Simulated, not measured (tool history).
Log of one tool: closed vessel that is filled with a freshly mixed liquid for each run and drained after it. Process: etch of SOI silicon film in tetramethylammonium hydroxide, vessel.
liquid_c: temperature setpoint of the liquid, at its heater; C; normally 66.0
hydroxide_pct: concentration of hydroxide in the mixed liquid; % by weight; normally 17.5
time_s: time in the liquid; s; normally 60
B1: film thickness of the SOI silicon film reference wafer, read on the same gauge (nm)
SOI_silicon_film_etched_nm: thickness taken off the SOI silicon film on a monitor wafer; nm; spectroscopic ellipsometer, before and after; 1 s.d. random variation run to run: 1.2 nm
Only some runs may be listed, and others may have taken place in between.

Run 1, hour 0.0: usual settings but time_s 35 s; B1 50.05. Result: SOI_silicon_film_etched_nm 177.56 nm.
At hour 36.9: thermometer replaced.
Run 2, hour 58.4: usual settings but time_s 35 s; B1 50.02. Result: SOI_silicon_film_etched_nm 174.52 nm.
Run 3, hour 99.8: usual settings; B1 50.05. Result: SOI_silicon_film_etched_nm 297.27 nm.
Run 4, hour 168.0: usual settings; B1 50.02. Result: SOI_silicon_film_etched_nm 297.86 nm.
Run 5, hour 197.7: usual settings; B1 50.01. Result: SOI_silicon_film_etched_nm 299.95 nm.
Run 6, hour 267.7: usual settings but liquid_c 61.0 C; B1 49.96. Result: SOI_silicon_film_etched_nm 219.31 nm.
Run 7, hour 337.1: usual settings but liquid_c 61.0 C; B1 50.06. Result: SOI_silicon_film_etched_nm 220.30 nm.
Run 8, hour 368.9: usual settings but liquid_c 61.0 C; B1 49.99. Result: SOI_silicon_film_etched_nm 221.44 nm.
Run 9, hour 428.9: usual settings; B1 50.04. Result: SOI_silicon_film_etched_nm 302.33 nm.
At hour 461.4: hydroxide flow meter replaced.
Run 10, hour 495.9: usual settings; B1 50.01. Result: SOI_silicon_film_etched_nm 300.72 nm.
Run 11, hour 537.9: usual settings; B1 49.96. Result: SOI_silicon_film_etched_nm 303.61 nm.
Run 12, hour 568.2: usual settings; B1 50.01. Result: SOI_silicon_film_etched_nm 300.83 nm.
Run 13, hour 607.4: usual settings but hydroxide_pct 16.0 % by weight; B1 49.98. Result: SOI_silicon_film_etched_nm 313.13 nm.
Run 14, hour 658.6: usual settings but hydroxide_pct 21.5 % by weight; B1 50.01. Result: SOI_silicon_film_etched_nm 275.86 nm.
Run 15, hour 722.0: usual settings but hydroxide_pct 14.5 % by weight; B1 50.06. Result: SOI_silicon_film_etched_nm 328.67 nm.
Run 16, hour 773.9: usual settings but hydroxide_pct 14.5 % by weight; B1 50.04. Result: SOI_silicon_film_etched_nm 325.52 nm.
Run 17, hour 817.7: usual settings but hydroxide_pct 20.0 % by weight; B1 50.02. Result: SOI_silicon_film_etched_nm 286.80 nm.
Run 18, hour 855.9: usual settings but liquid_c 61.5 C; B1 49.96. Result: SOI_silicon_film_etched_nm 231.17 nm.
Run 19, hour 880.0: usual settings but liquid_c 73.5 C, hydroxide_pct 14.5 % by weight, time_s 30 s; B1 49.98. Result: SOI_silicon_film_etched_nm 254.67 nm.
Run 20, hour 923.3: usual settings; B1 49.99. Result: SOI_silicon_film_etched_nm 304.75 nm.
Run 21, hour 985.9: usual settings but liquid_c 70.5 C, hydroxide_pct 21.0 % by weight, time_s 95 s; B1 49.98. Result: SOI_silicon_film_etched_nm 582.47 nm.
At hour 1005.5: thermometer replaced.
Run 22, hour 1044.6: usual settings but hydroxide_pct 22.5 % by weight, time_s 30 s; B1 50.02. Result: SOI_silicon_film_etched_nm 131.56 nm.
Run 23, hour 1095.7: usual settings but liquid_c 69.5 C, hydroxide_pct 15.5 % by weight, time_s 90 s; B1 49.97. Result: SOI_silicon_film_etched_nm 575.26 nm.
Run 24, hour 1141.6: usual settings; B1 49.99. Result: SOI_silicon_film_etched_nm 298.57 nm.
At hour 1192.4: gauge calibrated.
Run 25, hour 1192.5: usual settings but liquid_c 59.0 C, hydroxide_pct 19.0 % by weight, time_s 30 s; B1 50.00. Result: SOI_silicon_film_etched_nm 94.06 nm.
Run 26, hour 1240.5: usual settings; B1 50.02. Result: SOI_silicon_film_etched_nm 300.53 nm.
Run 27, hour 1269.5: usual settings but liquid_c 68.0 C, hydroxide_pct 22.0 % by weight, time_s 30 s; B1 50.04. Result: SOI_silicon_film_etched_nm 152.12 nm.
Run 28, hour 1329.0: usual settings but time_s 40 s; B1 50.02. Result: SOI_silicon_film_etched_nm 200.11 nm.
Run 29, hour 1395.7: usual settings but liquid_c 60.5 C, time_s 80 s; B1 49.98. Result: SOI_silicon_film_etched_nm 287.60 nm.
At hour 1397.0: hydroxide flow meter replaced.
Run 30, hour 1428.1: usual settings but liquid_c 60.5 C, hydroxide_pct 19.0 % by weight; B1 50.02. Result: SOI_silicon_film_etched_nm 209.52 nm.
Run 31, hour 1463.8: usual settings but liquid_c 68.5 C, hydroxide_pct 16.0 % by weight, time_s 75 s; B1 50.03. Result: SOI_silicon_film_etched_nm 456.86 nm.
Run 32, hour 1530.4: usual settings but hydroxide_pct 20.0 % by weight; B1 50.01. Result: SOI_silicon_film_etched_nm 285.75 nm.
Run 33, hour 1595.7: usual settings but liquid_c 61.0 C; B1 50.03. Result: SOI_silicon_film_etched_nm 224.25 nm.

For each run, the measured value with the value that run would have given without the tool's hidden condition subtracted. The run-to-run variation is shared by both, the gauge scatter possibly not:
What the log doesn't record here: liquid hotter than its thermometer reads (K); hydroxide flow above the setpoint (%); gauge reads high (%).
run  SOI_silicon_film_etched_nm
  1                       +4.42
  2                       +0.10
  3                       +0.72
  4                       +1.25
  5                       +1.62
  6                       +1.76
  7                       +2.30
  8                       +2.45
  9                       +3.97
 10                       +4.48
 11                       +4.88
 12                       +5.20
 13                       +5.77
 14                       +5.57
 15                       +7.22
 16                       +7.72
 17                       +7.30
 18                       +6.32
 19                       +6.64
 20                       +8.65
 21                      +17.44
 22                       +0.32
 23                       +2.37
 24                       +1.61
 25                       +0.71
 26                       +2.70
 27                       +1.44
 28                       +2.39
 29                       +4.08
 30                       +3.23
 31                       +7.25
 32                       +5.27
 33                       +4.66
